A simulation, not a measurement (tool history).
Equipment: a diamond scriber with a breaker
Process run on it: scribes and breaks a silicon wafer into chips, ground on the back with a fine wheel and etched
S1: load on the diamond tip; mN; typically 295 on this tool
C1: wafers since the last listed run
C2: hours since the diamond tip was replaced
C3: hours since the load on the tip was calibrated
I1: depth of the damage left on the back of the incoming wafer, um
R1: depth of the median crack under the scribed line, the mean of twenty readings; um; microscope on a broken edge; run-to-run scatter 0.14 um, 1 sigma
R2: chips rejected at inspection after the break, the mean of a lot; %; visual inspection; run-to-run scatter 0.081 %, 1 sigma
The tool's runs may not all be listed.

run,hour,S1,C1,C2,C3,I1,R1,R2
1,0.0,353,0,916.9,700.3,0.40,10.42,1.10
2,10.6,353,37,927.5,710.9,0.62,10.72,1.10
3,17.8,246,25,934.7,718.1,0.57,8.37,7.15
4,25.6,295,27,942.5,725.9,0.52,9.36,2.84
5,40.1,295,51,957.0,740.4,0.64,9.33,2.60
6,49.3,295,32,966.2,749.6,0.62,9.47,2.67
7,59.8,295,37,976.7,760.1,0.62,9.28,2.72
8,68.3,295,30,985.2,768.6,0.58,9.14,2.56
9,84.4,295,57,1001.3,784.7,0.78,9.58,3.11
10,91.8,295,26,1008.7,792.1,0.38,9.29,2.80
11,117.3,356,91,1034.2,817.6,0.79,10.62,1.10
12,130.0,320,45,1046.9,830.3,0.48,9.61,1.48
# hour 132.8: load on the tip recalibrated
13,147.2,320,54,1064.1,14.4,0.38,10.71,1.15
# hour 161.4: diamond tip replaced by a new one
14,163.2,295,50,1.8,30.4,0.42,10.23,1.40
15,172.9,295,34,11.5,40.1,0.66,10.11,1.43
16,184.8,295,42,23.4,52.0,0.72,9.94,1.41
17,190.8,295,21,29.4,58.0,0.54,10.02,1.50
18,203.0,347,43,41.6,70.2,0.64,11.31,1.78
19,220.3,295,61,58.9,87.5,0.52,10.02,1.35
20,237.4,369,61,76.0,104.6,0.61,11.30,2.48
21,245.8,360,30,84.4,113.0,0.53,11.41,1.97
22,267.1,365,76,105.7,134.3,0.43,11.46,1.92
23,276.7,346,34,115.3,143.9,0.75,10.71,1.21
24,285.2,328,30,123.8,152.4,0.63,10.44,1.19
25,297.7,362,44,136.3,164.9,0.59,11.16,1.86
26,311.8,236,50,150.4,179.0,0.66,8.53,7.72
27,320.8,265,32,159.4,188.0,0.31,9.20,3.71
28,335.3,221,51,173.9,202.5,0.46,7.97,9.70
29,343.3,322,28,181.9,210.5,0.72,10.12,1.28
30,360.6,295,61,199.2,227.8,0.46,9.51,2.00
31,366.7,258,21,205.3,233.9,0.79,8.87,4.31
32,382.7,295,57,221.3,249.9,0.53,9.42,2.20
33,400.3,225,62,238.9,267.5,0.30,7.89,10.08

Below are 4 alternative next runs, each starting from the tool's condition after run 33. Predict each:
A,400.8,295,1,239.4,268.0,0.58,?,?
B,400.8,254,1,239.4,268.0,0.58,?,?
C,400.8,373,1,239.4,268.0,0.58,?,?
D,400.8,359,1,239.4,268.0,0.58,?,?

run,R1,R2
A,9.57,1.99
B,8.64,5.40
C,11.22,1.63
D,10.93,1.26
The same runs, with their run-to-run variation unchanged, on a tool lacking any hidden condition would have given:
run,R1,R2
A,10.46,1.02
B,9.44,2.30
C,12.26,4.09
D,11.95,3.18

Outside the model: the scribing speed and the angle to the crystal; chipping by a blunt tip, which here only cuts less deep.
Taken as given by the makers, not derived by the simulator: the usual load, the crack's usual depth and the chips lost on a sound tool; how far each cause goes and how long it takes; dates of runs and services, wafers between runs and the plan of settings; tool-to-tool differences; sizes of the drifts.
